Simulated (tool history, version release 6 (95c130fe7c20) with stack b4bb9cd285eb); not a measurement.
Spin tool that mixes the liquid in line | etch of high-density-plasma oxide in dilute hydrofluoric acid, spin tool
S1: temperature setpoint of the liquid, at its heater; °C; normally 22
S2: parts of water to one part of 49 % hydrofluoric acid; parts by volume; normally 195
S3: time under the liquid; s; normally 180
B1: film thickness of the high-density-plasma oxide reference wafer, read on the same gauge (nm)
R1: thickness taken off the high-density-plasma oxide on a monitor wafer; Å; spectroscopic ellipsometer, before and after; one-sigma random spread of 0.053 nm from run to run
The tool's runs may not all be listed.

Run 1, hour 0: usual settings; B1 40. Result: R1 54.7 Å.
Run 2, hour 35.3: usual settings; B1 40.02. Result: R1 55.7 Å.
Run 3, hour 75: usual settings; B1 39.99. Result: R1 55.6 Å.
Run 4, hour 125.1: usual settings; B1 40.01. Result: R1 55 Å.
Run 5, hour 158.4: usual settings; B1 39.99. Result: R1 55.5 Å.
Run 6, hour 221.6: usual settings; B1 40. Result: R1 55.2 Å.
Run 7, hour 275.3: usual settings but S1 23.5 °C; B1 40.02. Result: R1 58.4 Å.
Run 8, hour 317.5: usual settings but S1 23.5 °C; B1 40.01. Result: R1 59.1 Å.
At hour 343.8: thermometer replaced.
Run 9, hour 344.1: usual settings but S2 260 parts by volume, S3 120 s; B1 40.03. Result: R1 25.9 Å.
Run 10, hour 391.9: usual settings but S2 260 parts by volume, S3 120 s; B1 39.96. Result: R1 25.8 Å.
Run 11, hour 433.7: usual settings but S1 27 °C, S2 235 parts by volume, S3 230 s; B1 39.98. Result: R1 68.7 Å.
Run 12, hour 473.3: usual settings but S1 20 °C, S2 115 parts by volume, S3 115 s; B1 39.97. Result: R1 60.2 Å.
At hour 503.8: gauge calibrated.
Run 13, hour 518.4: usual settings but S1 27 °C, S2 235 parts by volume, S3 230 s; B1 39.98. Result: R1 66.4 Å.
Run 14, hour 545.2: usual settings; B1 40. Result: R1 55.8 Å.
At hour 563.4: hydrofluoric acid flow meter replaced.
Run 15, hour 614.2: usual settings; B1 40.02. Result: R1 54.2 Å.
Run 16, hour 639.3: usual settings but S1 20 °C, S2 160 parts by volume, S3 115 s; B1 40.01. Result: R1 41.3 Å.
Run 17, hour 668.2: usual settings but S3 100 s; B1 39.97. Result: R1 30.9 Å.
Run 18, hour 826.4: usual settings but S1 27 °C, S2 140 parts by volume; B1 40.01. Result: R1 100.8 Å.
Run 19, hour 880.9: usual settings but S3 120 s; B1 40. Result: R1 37.1 Å.
Run 20, hour 923.6: usual settings; B1 40. Result: R1 55.3 Å.
Run 21, hour 950.5: usual settings but S2 240 parts by volume, S3 145 s; B1 40.01. Result: R1 35 Å.

Each row is a separate what-if for the run after 21, all from the same tool condition, not one after another. Results?
Run A, hour 951: usual settings but S2 115 parts by volume; B1 ?. Result: R1 ?.
Run B, hour 951: usual settings but S2 280 parts by volume; B1 ?. Result: R1 ?.
Run C, hour 951: usual settings but S2 145 parts by volume, S3 220 s; B1 ?. Result: R1 ?.
Run D, hour 951: usual settings but S2 140 parts by volume; B1 ?. Result: R1 ?.

run     B1     R1
  A  39.99  103.3
  B  39.99   35.7
  C  39.99   96.8
  D  39.99   82.5
Had the tool no hidden state, the same runs would have come out as:
run     R1
  A  103.3
  B   35.7
  C   96.8
  D   82.5
